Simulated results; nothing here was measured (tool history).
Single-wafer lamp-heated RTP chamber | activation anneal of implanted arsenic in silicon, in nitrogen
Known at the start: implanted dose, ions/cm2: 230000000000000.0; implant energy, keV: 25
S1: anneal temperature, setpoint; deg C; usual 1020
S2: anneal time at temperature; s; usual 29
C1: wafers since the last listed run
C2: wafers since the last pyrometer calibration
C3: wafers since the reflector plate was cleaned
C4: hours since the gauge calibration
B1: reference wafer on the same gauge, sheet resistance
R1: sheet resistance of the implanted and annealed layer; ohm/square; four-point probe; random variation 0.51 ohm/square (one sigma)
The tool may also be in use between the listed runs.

run 1 hour=0 | S1=1020 S2=34 | C1=0 C2=1942 C3=10561 C4=36.6 | B1=300.9 | R1=338.47
run 2 hour=17.1 | S1=1020 S2=29 | C1=157 C2=2099 C3=10719 C4=53.7 | B1=300.81 | R1=338.87
run 3 hour=34.5 | S1=1020 S2=29 | C1=160 C2=2260 C3=10879 C4=71.1 | B1=300.46 | R1=338.73
run 4 hour=46.9 | S1=1020 S2=29 | C1=114 C2=2374 C3=10993 C4=83.5 | B1=300.68 | R1=338.92
-- hour=59.7 pyrometer window cleaned and pyrometer calibrated
run 5 hour=95.3 | S1=1020 S2=18 | C1=372 C2=328 C3=11366 C4=131.9 | B1=300.39 | R1=340.44
run 6 hour=108.1 | S1=1020 S2=18 | C1=118 C2=446 C3=11484 C4=144.7 | B1=300.16 | R1=339.64
run 7 hour=124.9 | S1=1020 S2=18 | C1=154 C2=601 C3=11639 C4=161.5 | B1=300.12 | R1=341.06
run 8 hour=141.2 | S1=1020 S2=29 | C1=150 C2=751 C3=11790 C4=177.8 | B1=299.81 | R1=337.65
run 9 hour=161.1 | S1=1020 S2=29 | C1=183 C2=935 C3=11973 C4=197.7 | B1=299.74 | R1=337.62
run 10 hour=170.4 | S1=1020 S2=29 | C1=85 C2=1021 C3=12059 C4=207 | B1=299.44 | R1=337.6
run 11 hour=185.2 | S1=1020 S2=29 | C1=136 C2=1157 C3=12195 C4=221.8 | B1=299.37 | R1=336.86
run 12 hour=192.8 | S1=1020 S2=29 | C1=70 C2=1227 C3=12266 C4=229.4 | B1=299.16 | R1=337.06
run 13 hour=206.5 | S1=1020 S2=29 | C1=126 C2=1354 C3=12392 C4=243.1 | B1=299.01 | R1=337.25
run 14 hour=216.8 | S1=1020 S2=29 | C1=95 C2=1449 C3=12487 C4=253.4 | B1=298.99 | R1=336.93
run 15 hour=233.4 | S1=1020 S2=29 | C1=153 C2=1602 C3=12640 C4=270 | B1=298.88 | R1=336.96
run 16 hour=240.4 | S1=1020 S2=29 | C1=64 C2=1666 C3=12705 C4=277 | B1=298.61 | R1=335.69
run 17 hour=255.2 | S1=1020 S2=29 | C1=136 C2=1803 C3=12841 C4=291.8 | B1=298.2 | R1=336.99
run 18 hour=263.3 | S1=1020 S2=29 | C1=74 C2=1878 C3=12916 C4=299.9 | B1=298.16 | R1=336.06
run 19 hour=277.8 | S1=1020 S2=45 | C1=133 C2=2011 C3=13050 C4=314.4 | B1=297.98 | R1=332.41
-- hour=301.9 pyrometer window cleaned and pyrometer calibrated
run 20 hour=315 | S1=1002 S2=22 | C1=269 C2=120 C3=13319 C4=351.6 | B1=297.03 | R1=337.66
-- hour=326.9 gauge calibrated
run 21 hour=331.7 | S1=1020 S2=29 | C1=154 C2=274 C3=13473 C4=4.8 | B1=301.57 | R1=340.05
run 22 hour=349.6 | S1=994 S2=39 | C1=165 C2=439 C3=13638 C4=22.7 | B1=301.68 | R1=341.61
run 23 hour=359.1 | S1=1012 S2=29 | C1=87 C2=527 C3=13726 C4=32.2 | B1=301.55 | R1=340.57
run 24 hour=366.6 | S1=1032 S2=12 | C1=69 C2=596 C3=13795 C4=39.7 | B1=301.58 | R1=341.65
run 25 hour=377.9 | S1=1020 S2=29 | C1=104 C2=700 C3=13899 C4=51 | B1=301.68 | R1=340.72
-- hour=414.7 reflector plate cleaned
run 26 hour=423.3 | S1=1011 S2=35 | C1=345 C2=1046 C3=79 C4=96.4 | B1=301.27 | R1=339
run 27 hour=434 | S1=1042 S2=35 | C1=98 C2=1144 C3=178 C4=107.1 | B1=301.3 | R1=335.96
run 28 hour=441.3 | S1=1007 S2=15 | C1=67 C2=1212 C3=245 C4=114.4 | B1=301.38 | R1=343.5
run 29 hour=458.5 | S1=1008 S2=12 | C1=158 C2=1370 C3=404 C4=131.6 | B1=301.09 | R1=343.97
run 30 hour=464.9 | S1=1044 S2=20 | C1=59 C2=1429 C3=463 C4=138 | B1=301.1 | R1=338.31
run 31 hour=479.5 | S1=996 S2=29 | C1=134 C2=1564 C3=598 C4=152.6 | B1=301.1 | R1=341.03
run 32 hour=494.1 | S1=1020 S2=29 | C1=134 C2=1699 C3=732 C4=167.2 | B1=300.96 | R1=337.8
run 33 hour=510.3 | S1=1041 S2=13 | C1=149 C2=1848 C3=882 C4=183.4 | B1=300.83 | R1=340.92
run 34 hour=518 | S1=1020 S2=46 | C1=71 C2=1919 C3=953 C4=191.1 | B1=300.58 | R1=336.12
run 35 hour=524.5 | S1=1046 S2=35 | C1=59 C2=1979 C3=1013 C4=197.6 | B1=300.54 | R1=334.92
run 36 hour=531.1 | S1=1036 S2=17 | C1=60 C2=2040 C3=1074 C4=204.2 | B1=300.36 | R1=339.66
run 37 hour=548.7 | S1=991 S2=19 | C1=162 C2=2202 C3=1236 C4=221.8 | B1=300.39 | R1=342.69

Hidden state at the last listed run before each entry between runs and at the first one after, where it differs:
Between runs 4 and 5: pyrometer window cleaned and pyrometer calibrated (hour 59.7)
  gauge reads high (%): -0.105 -> -0.209
  measured less the result without the state, R1: -0.35 -> -0.72 ohm/square
Between runs 19 and 20: pyrometer window cleaned and pyrometer calibrated (hour 301.9)
  gauge reads high (%): -1.02 -> -1.27
  measured less the result without the state, R1: -3.44 -> -4.34 ohm/square
Between runs 20 and 21: gauge calibrated (hour 326.9)
  gauge reads high (%): -1.27 -> 0.222
  measured less the result without the state, R1: -4.34 -> +0.75 ohm/square
Between runs 25 and 26: reflector plate cleaned (hour 414.7)
  gauge reads high (%): 0.196 -> 0.129
  measured less the result without the state, R1: +0.67 -> +0.43 ohm/square

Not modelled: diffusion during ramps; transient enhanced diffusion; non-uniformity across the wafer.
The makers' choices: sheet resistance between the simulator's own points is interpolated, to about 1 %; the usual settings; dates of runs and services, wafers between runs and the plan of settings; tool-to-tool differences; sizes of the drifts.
